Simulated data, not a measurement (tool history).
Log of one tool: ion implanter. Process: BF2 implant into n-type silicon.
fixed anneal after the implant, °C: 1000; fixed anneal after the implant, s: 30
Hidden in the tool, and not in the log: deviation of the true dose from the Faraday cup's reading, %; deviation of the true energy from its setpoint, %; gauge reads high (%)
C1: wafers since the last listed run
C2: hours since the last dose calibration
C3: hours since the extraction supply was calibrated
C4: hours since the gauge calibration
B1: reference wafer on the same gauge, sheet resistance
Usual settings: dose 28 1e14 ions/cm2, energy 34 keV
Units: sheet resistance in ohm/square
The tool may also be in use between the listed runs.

{"run": 1, "hour": 0.0, "dose": 24.1, "energy": 26.5, "C1": 0, "C2": 1424.3, "C3": 439.8, "C4": 909.4, "B1": 116.94, "sheet resistance": 132.26}
{"run": 2, "hour": 94.1, "dose": 24.1, "energy": 26.5, "C1": 2441, "C2": 1518.4, "C3": 533.9, "C4": 1003.5, "B1": 117.03, "sheet resistance": 132.12}
{"run": 3, "hour": 144.2, "dose": 23.34, "energy": 34, "C1": 1299, "C2": 1568.5, "C3": 584, "C4": 1053.6, "B1": 116.95, "sheet resistance": 117.96}
{"run": 4, "hour": 250.9, "dose": 23.34, "energy": 34, "C1": 2768, "C2": 1675.2, "C3": 690.7, "C4": 1160.3, "B1": 116.99, "sheet resistance": 117.83}
{"run": 5, "hour": 288.7, "dose": 23.34, "energy": 34, "C1": 980, "C2": 1713, "C3": 728.5, "C4": 1198.1, "B1": 116.96, "sheet resistance": 117.83}
{"run": 6, "hour": 357.8, "dose": 28, "energy": 37.5, "C1": 1792, "C2": 1782.1, "C3": 797.6, "C4": 1267.2, "B1": 116.97, "sheet resistance": 110.94}
{"run": 7, "hour": 397.0, "dose": 28, "energy": 37.5, "C1": 1016, "C2": 1821.3, "C3": 836.8, "C4": 1306.4, "B1": 116.96, "sheet resistance": 111.44}
{"run": 8, "hour": 499.2, "dose": 28, "energy": 37.5, "C1": 2651, "C2": 1923.5, "C3": 939, "C4": 1408.6, "B1": 117, "sheet resistance": 111.67}
{"run": 9, "hour": 579.4, "dose": 28, "energy": 34, "C1": 2080, "C2": 2003.7, "C3": 1019.2, "C4": 1488.8, "B1": 116.99, "sheet resistance": 116.84}
{"run": 10, "hour": 617.2, "dose": 28, "energy": 34, "C1": 980, "C2": 2041.5, "C3": 1057, "C4": 1526.6, "B1": 116.97, "sheet resistance": 116.68}
{"hour": 668.7, "done": "Faraday cup replaced and dose calibrated"}
{"run": 11, "hour": 694.1, "dose": 28, "energy": 34, "C1": 1787, "C2": 25.4, "C3": 1133.9, "C4": 1603.5, "B1": 117.04, "sheet resistance": 116.89}
{"run": 12, "hour": 746.8, "dose": 28, "energy": 34, "C1": 1367, "C2": 78.1, "C3": 1186.6, "C4": 1656.2, "B1": 117, "sheet resistance": 117.12}
{"run": 13, "hour": 811.8, "dose": 28, "energy": 34, "C1": 1686, "C2": 143.1, "C3": 1251.6, "C4": 1721.2, "B1": 117, "sheet resistance": 117.09}
{"run": 14, "hour": 910.5, "dose": 28, "energy": 34, "C1": 2560, "C2": 241.8, "C3": 1350.3, "C4": 1819.9, "B1": 117.02, "sheet resistance": 117.11}
{"run": 15, "hour": 1001.1, "dose": 31.44, "energy": 26.5, "C1": 2350, "C2": 332.4, "C3": 1440.9, "C4": 1910.5, "B1": 116.96, "sheet resistance": 130.93}
{"run": 16, "hour": 1094.7, "dose": 24.48, "energy": 34, "C1": 2428, "C2": 426, "C3": 1534.5, "C4": 2004.1, "B1": 116.99, "sheet resistance": 118.35}
{"run": 17, "hour": 1147.6, "dose": 35.3, "energy": 43, "C1": 1372, "C2": 478.9, "C3": 1587.4, "C4": 2057, "B1": 116.97, "sheet resistance": 102.24}
{"run": 18, "hour": 1277.1, "dose": 31.95, "energy": 27.5, "C1": 3359, "C2": 608.4, "C3": 1716.9, "C4": 2186.5, "B1": 116.98, "sheet resistance": 128.59}
{"hour": 1285.1, "done": "gauge calibrated"}
{"run": 19, "hour": 1340.1, "dose": 32.55, "energy": 37.5, "C1": 1634, "C2": 671.4, "C3": 1779.9, "C4": 55, "B1": 117.03, "sheet resistance": 110.88}
{"run": 20, "hour": 1378.0, "dose": 21.07, "energy": 39, "C1": 983, "C2": 709.3, "C3": 1817.8, "C4": 92.9, "B1": 116.98, "sheet resistance": 112.27}
{"run": 21, "hour": 1461.5, "dose": 28, "energy": 28.5, "C1": 2166, "C2": 792.8, "C3": 1901.3, "C4": 176.4, "B1": 116.96, "sheet resistance": 127.44}
{"hour": 1640.4, "done": "extraction supply calibrated"}
{"run": 22, "hour": 1675.6, "dose": 20.32, "energy": 34, "C1": 5346, "C2": 1006.9, "C3": 35.2, "C4": 390.5, "B1": 116.98, "sheet resistance": 118.93}
{"run": 23, "hour": 1770.8, "dose": 32.43, "energy": 26, "C1": 2469, "C2": 1102.1, "C3": 130.4, "C4": 485.7, "B1": 117.05, "sheet resistance": 130.57}
{"run": 24, "hour": 1839.8, "dose": 28, "energy": 34, "C1": 1790, "C2": 1171.1, "C3": 199.4, "C4": 554.7, "B1": 116.99, "sheet resistance": 116.07}
{"run": 25, "hour": 1946.6, "dose": 34.61, "energy": 27.5, "C1": 2770, "C2": 1277.9, "C3": 306.2, "C4": 661.5, "B1": 116.94, "sheet resistance": 126.39}
{"run": 26, "hour": 2047.9, "dose": 23.26, "energy": 42.5, "C1": 2628, "C2": 1379.2, "C3": 407.5, "C4": 762.8, "B1": 117.06, "sheet resistance": 105.11}
{"run": 27, "hour": 2116.9, "dose": 24.95, "energy": 39, "C1": 1790, "C2": 1448.2, "C3": 476.5, "C4": 831.8, "B1": 117.03, "sheet resistance": 109.65}
{"run": 28, "hour": 2181.7, "dose": 28, "energy": 34, "C1": 1681, "C2": 1513, "C3": 541.3, "C4": 896.6, "B1": 116.97, "sheet resistance": 116.58}
{"run": 29, "hour": 2219.1, "dose": 24.1, "energy": 26.5, "C1": 970, "C2": 1550.4, "C3": 578.7, "C4": 934, "B1": 116.91, "sheet resistance": 132.45}
{"run": 30, "hour": 2419.5, "dose": 28, "energy": 34, "C1": 5199, "C2": 1750.8, "C3": 779.1, "C4": 1134.4, "B1": 117, "sheet resistance": 116.68}
{"run": 31, "hour": 2466.5, "dose": 23.9, "energy": 28, "C1": 1219, "C2": 1797.8, "C3": 826.1, "C4": 1181.4, "B1": 116.99, "sheet resistance": 128.84}
{"hour": 2566.2, "done": "Faraday cup replaced and dose calibrated"}
{"run": 32, "hour": 2566.7, "dose": 22.17, "energy": 38, "C1": 2392, "C2": 0.5, "C3": 926.3, "C4": 1281.6, "B1": 117, "sheet resistance": 112.29}
{"run": 33, "hour": 2660.1, "dose": 28, "energy": 34, "C1": 2423, "C2": 93.9, "C3": 1019.7, "C4": 1375, "B1": 117.02, "sheet resistance": 117.01}
{"run": 34, "hour": 2735.5, "dose": 33.94, "energy": 26.5, "C1": 1956, "C2": 169.3, "C3": 1095.1, "C4": 1450.4, "B1": 117.02, "sheet resistance": 129.64}
{"run": 35, "hour": 2771.6, "dose": 28, "energy": 37.5, "C1": 936, "C2": 205.4, "C3": 1131.2, "C4": 1486.5, "B1": 116.99, "sheet resistance": 111.13}
{"run": 36, "hour": 2830.8, "dose": 25.72, "energy": 45, "C1": 1535, "C2": 264.6, "C3": 1190.4, "C4": 1545.7, "B1": 116.97, "sheet resistance": 101.7}

5 ways to go on from here, each from the tool as it stands after run 36. What would each give?
{"run": "A", "hour": 2831.2, "dose": 28, "energy": 34, "C1": 10, "C2": 265, "C3": 1190.8, "C4": 1546.1, "B1": "?", "sheet resistance": "?"}
{"run": "B", "hour": 2831.2, "dose": 21.13, "energy": 40, "C1": 10, "C2": 265, "C3": 1190.8, "C4": 1546.1, "B1": "?", "sheet resistance": "?"}
{"run": "C", "hour": 2831.2, "dose": 28, "energy": 43.5, "C1": 10, "C2": 265, "C3": 1190.8, "C4": 1546.1, "B1": "?", "sheet resistance": "?"}
{"run": "D", "hour": 2831.2, "dose": 24.85, "energy": 26, "C1": 10, "C2": 265, "C3": 1190.8, "C4": 1546.1, "B1": "?", "sheet resistance": "?"}
{"run": "E", "hour": 2831.2, "dose": 22.34, "energy": 39.5, "C1": 10, "C2": 265, "C3": 1190.8, "C4": 1546.1, "B1": "?", "sheet resistance": "?"}

run=A B1=117.03 sheet_resistance=116.64
run=B B1=117.03 sheet_resistance=109.73
run=C B1=117.03 sheet_resistance=102.83
run=D B1=117.03 sheet_resistance=133.11
run=E B1=117.03 sheet_resistance=109.86
Without the tool's hidden state the same runs would have given:
run=A sheet_resistance=115.9
run=B sheet_resistance=109.03
run=C sheet_resistance=102.13
run=D sheet_resistance=132.34
run=E sheet_resistance=109.15
